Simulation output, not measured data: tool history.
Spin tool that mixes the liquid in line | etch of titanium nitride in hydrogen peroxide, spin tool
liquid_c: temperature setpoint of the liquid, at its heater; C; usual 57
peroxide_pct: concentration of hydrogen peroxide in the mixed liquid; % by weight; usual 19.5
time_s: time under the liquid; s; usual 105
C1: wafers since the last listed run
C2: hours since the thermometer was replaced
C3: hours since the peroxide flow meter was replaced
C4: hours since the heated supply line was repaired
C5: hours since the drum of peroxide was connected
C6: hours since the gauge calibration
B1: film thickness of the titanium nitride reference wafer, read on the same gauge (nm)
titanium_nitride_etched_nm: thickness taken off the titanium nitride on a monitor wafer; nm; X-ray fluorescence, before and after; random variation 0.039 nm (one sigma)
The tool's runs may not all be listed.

run 1 hour=0 | liquid_c=57 peroxide_pct=19.5 time_s=105 | C1=0 C2=434.6 C3=2079.6 C4=1707.4 C5=243 C6=1316 | B1=40 | titanium_nitride_etched_nm=4.173
-- hour=23.4 peroxide flow meter replaced
run 2 hour=58.5 | liquid_c=62 peroxide_pct=19.5 time_s=105 | C1=582 C2=493.1 C3=35.1 C4=1765.9 C5=301.5 C6=1374.5 | B1=40.005 | titanium_nitride_etched_nm=6.067
run 3 hour=115.2 | liquid_c=62 peroxide_pct=19.5 time_s=105 | C1=574 C2=549.8 C3=91.8 C4=1822.6 C5=358.2 C6=1431.2 | B1=40.01 | titanium_nitride_etched_nm=6.011
run 4 hour=181.8 | liquid_c=62 peroxide_pct=19.5 time_s=45 | C1=674 C2=616.4 C3=158.4 C4=1889.2 C5=424.8 C6=1497.8 | B1=40.022 | titanium_nitride_etched_nm=2.603
-- hour=221.6 gauge calibrated
-- hour=224.2 thermometer replaced
run 5 hour=234.6 | liquid_c=51.5 peroxide_pct=13.5 time_s=165 | C1=524 C2=10.4 C3=211.2 C4=1942 C5=477.6 C6=13 | B1=40.011 | titanium_nitride_etched_nm=3.846
run 6 hour=305.7 | liquid_c=57 peroxide_pct=19.5 time_s=105 | C1=720 C2=81.5 C3=282.3 C4=2013.1 C5=548.7 C6=84.1 | B1=40.004 | titanium_nitride_etched_nm=3.936
run 7 hour=340.3 | liquid_c=57 peroxide_pct=19.5 time_s=105 | C1=350 C2=116.1 C3=316.9 C4=2047.7 C5=583.3 C6=118.7 | B1=40.008 | titanium_nitride_etched_nm=3.922
-- hour=392.8 heated supply line repaired
run 8 hour=393.6 | liquid_c=53 peroxide_pct=13.5 time_s=105 | C1=529 C2=169.4 C3=370.2 C4=0.8 C5=636.6 C6=172 | B1=39.984 | titanium_nitride_etched_nm=3.129
run 9 hour=446 | liquid_c=57 peroxide_pct=14 time_s=105 | C1=530 C2=221.8 C3=422.6 C4=53.2 C5=689 C6=224.4 | B1=40.003 | titanium_nitride_etched_nm=4.13
run 10 hour=515.9 | liquid_c=57 peroxide_pct=19.5 time_s=105 | C1=708 C2=291.7 C3=492.5 C4=123.1 C5=758.9 C6=294.3 | B1=40.007 | titanium_nitride_etched_nm=4.444
run 11 hour=564.2 | liquid_c=51.5 peroxide_pct=23.5 time_s=105 | C1=489 C2=340 C3=540.8 C4=171.4 C5=807.2 C6=342.6 | B1=39.996 | titanium_nitride_etched_nm=3.184
run 12 hour=611.1 | liquid_c=62 peroxide_pct=16.5 time_s=105 | C1=475 C2=386.9 C3=587.7 C4=218.3 C5=854.1 C6=389.5 | B1=40.017 | titanium_nitride_etched_nm=6.232

Run 13 comes next. What will it give?
run 13 hour=669 | liquid_c=47 peroxide_pct=24.5 time_s=170 | C1=586 C2=444.8 C3=645.6 C4=276.2 C5=912 C6=447.4 | B1=? | titanium_nitride_etched_nm=?

B1: 39.988
titanium_nitride_etched_nm: 3.792 nm
Without the tool's hidden state the same run would have given titanium_nitride_etched_nm 3.599 nm.
